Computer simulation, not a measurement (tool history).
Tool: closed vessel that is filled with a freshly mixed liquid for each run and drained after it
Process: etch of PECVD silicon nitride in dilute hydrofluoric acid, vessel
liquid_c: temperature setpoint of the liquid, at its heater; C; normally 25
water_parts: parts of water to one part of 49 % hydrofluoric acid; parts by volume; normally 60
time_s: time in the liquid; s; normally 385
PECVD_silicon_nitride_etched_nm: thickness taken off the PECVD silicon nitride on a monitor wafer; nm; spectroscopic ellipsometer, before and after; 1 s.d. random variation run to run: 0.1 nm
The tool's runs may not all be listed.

run	hour	liquid_c	water_parts	time_s	read-back film thickness of the PECVD silicon nitride reference wafer, read on the same gauge (nm)	PECVD_silicon_nitride_etched_nm
1	0	25	60	385	120.01	28.22
2	7.7	25	60	385	120	28.19
3	20.2	25	60	385	120.03	28.31
4	26.6	25	60	385	119.99	28.04
5	38.9	25	70	385	119.98	24.27
6	56.6	25	70	385	120	24.17
7	70.3	25	60	385	120	28.14
8	78	25	60	385	119.99	28.37
9	90.6	25	60	385	120.03	28.27
10	104	25	60	385	120.03	28.23
11	112.2	25	60	385	119.99	28.19
12	121.1	25	60	385	120	28.25
13	138.4	25	45	535	120.01	51.88
14	147.9	25	45	535	120.01	52.02
15	156.5	25	75	470	120.02	27.66
16	170.8	25	60	185	120.01	13.51

Forecast run 17:
17	196.8	27	35	240	?	?

Logged for run 17: read-back film thickness of the PECVD silicon nitride reference wafer, read on the same gauge (nm) 120.01, PECVD_silicon_nitride_etched_nm 34.05 nm.
If the tool had no hidden condition, the same run with the same run-to-run variation would have returned PECVD_silicon_nitride_etched_nm 34.05 nm.
